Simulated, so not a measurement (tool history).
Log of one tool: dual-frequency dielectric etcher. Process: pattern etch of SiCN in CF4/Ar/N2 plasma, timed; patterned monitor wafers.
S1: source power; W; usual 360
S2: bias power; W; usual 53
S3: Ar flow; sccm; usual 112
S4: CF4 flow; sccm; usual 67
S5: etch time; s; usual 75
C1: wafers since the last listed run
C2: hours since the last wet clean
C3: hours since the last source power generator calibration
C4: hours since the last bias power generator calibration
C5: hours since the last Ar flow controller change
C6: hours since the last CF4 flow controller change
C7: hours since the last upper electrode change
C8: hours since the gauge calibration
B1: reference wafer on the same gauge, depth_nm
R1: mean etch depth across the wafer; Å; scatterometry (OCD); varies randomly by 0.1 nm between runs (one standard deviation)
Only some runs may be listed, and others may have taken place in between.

run,hour,S1,S2,S3,S4,S5,C1,C2,C3,C4,C5,C6,C7,C8,B1,R1
1,0.0,360,53,112,77,75,0,29.1,3021.1,1082.1,1386.7,2285.7,4577.9,917.8,43.62,441.7
2,71.0,360,53,112,77,75,1037,100.1,3092.1,1153.1,1457.7,2356.7,4648.9,988.8,43.58,441.1
# hour 158.0: CF4 flow controller replaced
3,169.1,360,53,112,67,75,1345,198.2,3190.2,1251.2,1555.8,11.1,4747.0,1086.9,43.63,431.7
4,221.6,360,53,112,67,75,766,250.7,3242.7,1303.7,1608.3,63.6,4799.5,1139.4,43.59,429.7
5,266.4,360,53,112,67,75,654,295.5,3287.5,1348.5,1653.1,108.4,4844.3,1184.2,43.57,428.4
# hour 299.4: source power generator calibrated
# hour 307.3: gauge calibrated
6,341.8,330,47,112,81,97,1043,370.9,42.4,1423.9,1728.5,183.8,4919.7,34.5,43.66,513.6
# hour 418.7: upper electrode replaced
7,419.2,360,53,112,67,75,780,448.3,119.8,1501.3,1805.9,261.2,0.5,111.9,43.65,429.3
# hour 485.2: wet clean of the chamber
8,485.7,360,53,112,67,75,620,0.5,186.3,1567.8,1872.4,327.7,67.0,178.4,43.61,429.4
9,536.4,330,47,112,81,97,740,51.2,237.0,1618.5,1923.1,378.4,117.7,229.1,43.58,514.8
10,636.9,290,61,112,50,75,1468,151.7,337.5,1719.0,2023.6,478.9,218.2,329.6,43.56,338.0

Run 11 has not been measured yet. What should we expect?
# hour 706.9: Ar flow controller replaced
11,716.1,360,53,112,67,75,1069,230.9,416.7,1798.2,9.2,558.1,297.4,408.8,?,?

Run 11 came out at B1 43.55, R1 427.9 Å.
Take away the tool's hidden state, keep the run-to-run variation as it was, and the same run would have given R1 429.7 Å.
